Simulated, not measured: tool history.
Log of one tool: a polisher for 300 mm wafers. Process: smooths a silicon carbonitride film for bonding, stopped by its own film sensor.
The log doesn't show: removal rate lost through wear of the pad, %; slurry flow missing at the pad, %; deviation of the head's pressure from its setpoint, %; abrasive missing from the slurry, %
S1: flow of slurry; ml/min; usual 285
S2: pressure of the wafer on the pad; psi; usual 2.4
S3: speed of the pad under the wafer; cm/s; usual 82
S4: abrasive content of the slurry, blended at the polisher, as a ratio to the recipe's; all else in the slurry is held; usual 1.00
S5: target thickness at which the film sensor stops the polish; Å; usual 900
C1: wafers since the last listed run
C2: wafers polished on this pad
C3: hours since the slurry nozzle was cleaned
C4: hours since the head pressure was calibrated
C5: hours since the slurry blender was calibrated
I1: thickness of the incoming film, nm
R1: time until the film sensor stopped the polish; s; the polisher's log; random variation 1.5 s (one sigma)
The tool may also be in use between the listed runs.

Run 1, day 0.000: usual settings; C1 0; C2 4450; C3 50.7; C4 156.9; C5 247.3; I1 112.2. Result: R1 93.3 s.
Run 2, day 2.812: usual settings; C1 756; C2 5207; C3 118.2; C4 224.4; C5 314.8; I1 111.2. Result: R1 89.1 s.
At day 4.667: worn pad replaced by a new one.
Run 3, day 5.283: usual settings; C1 619; C2 166; C3 177.5; C4 283.7; C5 374.1; I1 108.2. Result: R1 77.1 s.
At day 12.321: slurry blender recalibrated.
Run 4, day 13.617: usual settings; C1 2218; C2 2384; C3 377.5; C4 483.7; C5 31.1; I1 110.5. Result: R1 92.5 s.
At day 14.488: head pressure recalibrated.
Run 5, day 15.338: usual settings; C1 440; C2 2825; C3 418.8; C4 20.4; C5 72.4; I1 109.9. Result: R1 88.6 s.
Run 6, day 17.854: usual settings; C1 676; C2 3502; C3 479.2; C4 80.8; C5 132.8; I1 109.9. Result: R1 90.7 s.
At day 19.675: slurry nozzle cleaned, repeated, since the last time left the tool worse.
Run 7, day 19.946: usual settings; C1 551; C2 4053; C3 6.5; C4 131.0; C5 183.0; I1 108.1. Result: R1 69.0 s.
Run 8, day 21.771: usual settings but S1 205 ml/min, S2 3.0 psi, S4 0.90, S5 850 Å; C1 490; C2 4544; C3 50.3; C4 174.8; C5 226.8; I1 110.0. Result: R1 89.0 s.
At day 22.458: worn pad replaced by a new one.
Run 9, day 23.054: usual settings but S1 215 ml/min, S2 2.7 psi, S3 74 cm/s, S4 1.20; C1 300; C2 159; C3 81.1; C4 205.6; C5 257.6; I1 110.7. Result: R1 71.6 s.
Run 10, day 24.496: usual settings but S1 350 ml/min, S2 1.8 psi, S3 64 cm/s, S5 850 Å; C1 387; C2 547; C3 115.7; C4 240.2; C5 292.2; I1 108.6. Result: R1 137.0 s.
Run 11, day 26.900: usual settings; C1 646; C2 1194; C3 173.4; C4 297.9; C5 349.9; I1 110.3. Result: R1 81.0 s.
Run 12, day 28.450: usual settings but S2 2.0 psi, S3 94 cm/s, S4 1.25, S5 950 Å; C1 416; C2 1611; C3 210.6; C4 335.1; C5 387.1; I1 111.7. Result: R1 64.1 s.
At day 31.275: head pressure recalibrated.
Run 13, day 31.429: usual settings but S1 235 ml/min, S2 2.8 psi; C1 778; C2 2389; C3 282.1; C4 3.7; C5 458.6; I1 111.8. Result: R1 78.2 s.
At day 32.104: slurry blender recalibrated.
Run 14, day 32.979: usual settings but S3 104 cm/s, S5 850 Å; C1 394; C2 2784; C3 319.3; C4 40.9; C5 21.0; I1 109.3. Result: R1 85.3 s.
Run 15, day 34.788: usual settings but S1 330 ml/min, S2 2.2 psi, S3 96 cm/s, S4 0.70; C1 486; C2 3270; C3 362.7; C4 84.3; C5 64.4; I1 111.0. Result: R1 112.7 s.
Run 16, day 37.638: usual settings; C1 766; C2 4037; C3 431.1; C4 152.7; C5 132.8; I1 110.8. Result: R1 81.3 s.
Run 17, day 40.238: usual settings but S1 235 ml/min, S2 2.8 psi; C1 699; C2 4736; C3 493.5; C4 215.1; C5 195.2; I1 109.4. Result: R1 69.2 s.
At day 42.483: worn pad replaced by a new one.
Run 18, day 42.875: usual settings but S1 205 ml/min, S4 0.85; C1 664; C2 105; C3 556.8; C4 278.4; C5 258.5; I1 109.7. Result: R1 94.8 s.
Run 19, day 44.604: usual settings but S2 2.9 psi, S3 90 cm/s, S4 0.85, S5 970 Å; C1 465; C2 570; C3 598.3; C4 319.9; C5 300.0; I1 110.0. Result: R1 47.2 s.
Run 20, day 46.229: usual settings but S2 1.7 psi, S3 106 cm/s, S5 970 Å; C1 437; C2 1007; C3 637.3; C4 358.9; C5 339.0; I1 111.2. Result: R1 70.2 s.
At day 48.438: slurry nozzle cleaned.
Run 21, day 49.192: usual settings; C1 785; C2 1793; C3 18.1; C4 430.0; C5 410.1; I1 110.8. Result: R1 83.7 s.
At day 49.338: head pressure recalibrated.
Run 22, day 50.312: usual settings but S1 205 ml/min, S3 92 cm/s, S5 930 Å; C1 279; C2 2072; C3 45.0; C4 23.4; C5 437.0; I1 108.7. Result: R1 61.1 s.
Run 23, day 53.050: usual settings but S1 250 ml/min; C1 736; C2 2808; C3 110.7; C4 89.1; C5 502.7; I1 108.1. Result: R1 75.1 s.
At day 53.812: slurry blender recalibrated.
Run 24, day 54.467: usual settings but S1 310 ml/min, S2 2.7 psi; C1 358; C2 3167; C3 144.7; C4 123.1; C5 15.7; I1 108.4. Result: R1 67.1 s.
Run 25, day 55.621: usual settings but S2 1.8 psi, S4 0.80, S5 840 Å; C1 310; C2 3477; C3 172.4; C4 150.8; C5 43.4; I1 108.6. Result: R1 153.1 s.
Run 26, day 56.721: usual settings but S1 190 ml/min; C1 295; C2 3773; C3 198.8; C4 177.2; C5 69.8; I1 111.2. Result: R1 89.1 s.
Run 27, day 59.625: usual settings but S1 335 ml/min, S2 1.8 psi, S4 0.90, S5 870 Å; C1 781; C2 4554; C3 268.5; C4 246.9; C5 139.5; I1 110.1. Result: R1 131.9 s.
Run 28, day 61.367: usual settings; C1 468; C2 5023; C3 310.3; C4 288.7; C5 181.3; I1 111.3. Result: R1 85.2 s.
At day 62.700: worn pad replaced by a new one.
Run 29, day 64.312: usual settings; C1 747; C2 433; C3 381.0; C4 359.4; C5 252.0; I1 110.9. Result: R1 81.6 s.

5 ways to go on from here, each from the tool as it stands after run 29. What would each give?
Run A, day 64.329: usual settings but S5 840 Å; C1 4; C2 438; C3 381.4; C4 359.8; C5 252.4; I1 110.1. Result: R1 ?.
Run B, day 64.329: usual settings but S1 260 ml/min, S3 68 cm/s, S4 0.90, S5 970 Å; C1 4; C2 438; C3 381.4; C4 359.8; C5 252.4; I1 110.1. Result: R1 ?.
Run C, day 64.329: usual settings but S1 355 ml/min, S3 74 cm/s; C1 4; C2 438; C3 381.4; C4 359.8; C5 252.4; I1 110.1. Result: R1 ?.
Run D, day 64.329: usual settings but S4 1.30; C1 4; C2 438; C3 381.4; C4 359.8; C5 252.4; I1 110.1. Result: R1 ?.
Run E, day 64.329: usual settings but S1 200 ml/min, S2 1.9 psi, S3 68 cm/s, S4 1.25; C1 4; C2 438; C3 381.4; C4 359.8; C5 252.4; I1 110.1. Result: R1 ?.

run     R1
  A  104.1
  B   62.2
  C   82.3
  D   68.9
  E   99.7
Without the tool's hidden state the same runs would have given:
run     R1
  A  103.4
  B   61.7
  C   81.9
  D   68.4
  E   98.8
